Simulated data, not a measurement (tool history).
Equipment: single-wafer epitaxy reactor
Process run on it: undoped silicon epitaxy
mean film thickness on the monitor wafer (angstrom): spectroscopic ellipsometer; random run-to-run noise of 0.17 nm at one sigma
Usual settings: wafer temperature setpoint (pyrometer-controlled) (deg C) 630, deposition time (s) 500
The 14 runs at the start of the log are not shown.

| run | hour | wafer temperature setpoint (pyrometer-controlled) (deg C) | deposition time (s) | read-back reference wafer on the same gauge, thickness_nm | mean film thickness on the monitor wafer (angstrom) |
|---|---|---|---|---|---|
| 15 | 1048.6 | 630 | 544 | 60.165 | 572.05 |
| 16 | 1099.9 | 630 | 544 | 60.204 | 574.69 |
| 17 | 1199.7 | 630 | 544 | 60.17 | 572.65 |
| 18 | 1258.4 | 630 | 595 | 60.284 | 626.04 |
| 19 | 1352.9 | 630 | 500 | 60.191 | 523.19 |
| 20 | 1450.1 | 619 | 423 | 60.185 | 344.42 |
| 21 | 1548 | 630 | 500 | 60.204 | 526.48 |
| 22 | 1616.6 | 639 | 581 | 60.186 | 749.01 |
| 23 | 1653.6 | 625 | 409 | 60.202 | 380.89 |
| 24 | 1749 | 615 | 500 | 60.215 | 368 |
| 25 | 1802.8 | 624 | 548 | 60.186 | 500.6 |
| 26 | 1869.6 | 622 | 460 | 60.228 | 399.92 |
| 27 | 1908.9 | 619 | 423 | 60.219 | 341.22 |
|  | 1922.7 | gauge calibrated |
|  | 2183.7 | pyrometer calibrated |
| 28 | 2228.2 | 630 | 552 | 60.217 | 590.23 |
| 29 | 2307.8 | 638 | 409 | 60.188 | 528.29 |
| 30 | 2352.1 | 619 | 450 | 60.189 | 372.95 |
| 31 | 2455.2 | 630 | 500 | 60.239 | 530.55 |
| 32 | 2542.4 | 630 | 534 | 60.204 | 571.84 |
| 33 | 2601.4 | 630 | 545 | 60.181 | 578.9 |
| 34 | 2676.7 | 637 | 500 | 60.188 | 623.42 |
| 35 | 2755.4 | 642 | 457 | 60.16 | 633.94 |

Below are 4 alternative next runs, each starting from the tool's condition after run 35. Predict each:
| A | 2755.9 | 630 | 500 | ? | ? |
| B | 2755.9 | 622 | 557 | ? | ? |
| C | 2755.9 | 630 | 402 | ? | ? |
| D | 2755.9 | 638 | 552 | ? | ? |

| run | read-back reference wafer on the same gauge, thickness_nm | mean film thickness on the monitor wafer (angstrom) |
|---|---|---|
| A | 60.162 | 529.93 |
| B | 60.162 | 489.27 |
| C | 60.162 | 426.07 |
| D | 60.162 | 703.54 |
Take away the tool's hidden state, keep each run's random variation, and the runs would have read:
| run | mean film thickness on the monitor wafer (angstrom) |
|---|---|
| A | 539.8 |
| B | 498.55 |
| C | 434 |
| D | 716.4 |
